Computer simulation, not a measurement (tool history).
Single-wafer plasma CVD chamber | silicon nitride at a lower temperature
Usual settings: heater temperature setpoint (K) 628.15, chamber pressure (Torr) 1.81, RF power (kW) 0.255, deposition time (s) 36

run,day,heater temperature setpoint (K),chamber pressure (Torr),RF power (kW),deposition time (s),wafers since the last listed run,hours since the last thermocouple change,hours since the last RF generator calibration,hours since the last manometer calibration,hours since the showerhead was replaced,hours since the gauge calibration,"read-back reference wafer on the same gauge, thickness_nm",mean film thickness on the monitor wafer (angstrom)
1,0,628.15,1.81,0.255,36,0,1483.2,520.4,2248.6,3839.2,694,43.054,404.18
2,2.683,628.15,1.81,0.255,36,911,1547.6,584.8,2313,3903.6,758.4,43.093,408.27
3,4.325,628.15,1.81,0.255,36,557,1587,624.2,2352.4,3943,797.8,42.996,404.03
4,5.925,628.15,1.81,0.255,36,543,1625.4,662.6,2390.8,3981.4,836.2,42.942,398.99
5,7.521,628.15,1.81,0.255,36,542,1663.7,700.9,2429.1,4019.7,874.5,43.066,399.27
6,11.771,628.15,1.81,0.255,36,1443,1765.7,802.9,2531.1,4121.7,976.5,43.015,403.9
# day 13.575: RF generator calibrated
7,14.067,628.15,1.81,0.255,36,666,1820.8,11.8,2586.2,4176.8,1031.6,42.972,400.44
8,16.583,628.15,1.81,0.255,36,855,1881.2,72.2,2646.6,4237.2,1092,43.012,403.5
9,19.492,628.15,1.81,0.255,36,988,1951,142,2716.4,4307,1161.8,43.021,401.88
10,21.929,628.15,1.81,0.255,36,828,2009.5,200.5,2774.9,4365.5,1220.3,43.047,403.5
11,22.992,628.15,1.81,0.255,36,360,2035,226,2800.4,4391,1245.8,42.963,402.27
12,24.238,628.15,1.81,0.255,36,423,2064.9,255.9,2830.3,4420.9,1275.7,42.978,405.89
# day 25.95: capacitance manometer re-zeroed and calibrated
13,26.879,639.15,1.81,0.255,36,784,2128.3,319.3,22.3,4484.3,1339.1,43.049,406.29
14,29.729,628.15,1.81,0.255,36,968,2196.7,387.7,90.7,4552.7,1407.5,43.012,408.27
15,36.296,628.15,1.41,0.205,36,2231,2354.3,545.3,248.3,4710.3,1565.1,42.941,315.58
16,39.258,628.15,1.81,0.205,36,1006,2425.4,616.4,319.4,4781.4,1636.2,42.945,337.58
17,41.529,628.15,1.81,0.255,31.7,771,2479.9,670.9,373.9,4835.9,1690.7,42.944,355.98
18,43.262,623.15,2.08,0.295,39.2,588,2521.5,712.5,415.5,4877.5,1732.3,42.996,500.9
# day 45.296: gauge calibrated
19,45.85,628.15,1.81,0.235,36,879,2583.6,774.6,477.6,4939.6,13.3,43.061,378.31
# day 46.779: thermocouple changed; heater temperature recalibrated
20,47.046,622.15,1.81,0.205,31.3,293,6.4,803.3,506.3,4968.3,42,42.934,295.89
21,50,636.15,2.19,0.255,36,1003,77.3,874.2,577.2,5039.2,112.9,42.935,418.47
# day 50.333: RF generator calibrated
# day 51.379: showerhead replaced
22,51.4,628.15,1.81,0.255,36,249,110.9,25.6,610.8,0.5,146.5,43.093,403.53
23,57.362,622.15,1.81,0.205,31.3,2025,254,168.7,753.9,143.6,289.6,43.09,295.67
24,59.683,636.15,1.59,0.285,38,788,309.7,224.4,809.6,199.3,345.3,42.928,445.45
25,65.112,619.15,1.81,0.255,30,1844,440,354.7,939.9,329.6,475.6,42.924,336.27
26,66.221,628.15,1.81,0.255,36,376,466.6,381.3,966.5,356.2,502.2,43.063,400.06
27,68.85,628.15,2,0.28,42.4,893,529.7,444.4,1029.6,419.3,565.3,42.998,522.52
28,69.992,636.15,1.81,0.255,36,387,557.1,471.8,1057,446.7,592.7,43.077,398.54

Forecast each of these 4 alternatives for the next run:
A,70.008,628.15,1.81,0.21,36,5,557.5,472.2,1057.4,447.1,593.1,?,?
B,70.008,628.15,1.46,0.255,36,5,557.5,472.2,1057.4,447.1,593.1,?,?
C,70.008,628.15,1.97,0.255,36,5,557.5,472.2,1057.4,447.1,593.1,?,?
D,70.008,628.15,1.81,0.255,29.1,5,557.5,472.2,1057.4,447.1,593.1,?,?

run,"read-back reference wafer on the same gauge, thickness_nm",mean film thickness on the monitor wafer (angstrom)
A,43.015,343.27
B,43.015,378.89
C,43.015,408.33
D,43.015,323.33
Without the tool's hidden state the same runs would have given:
run,mean film thickness on the monitor wafer (angstrom)
A,343.27
B,378.89
C,408.33
D,323.33
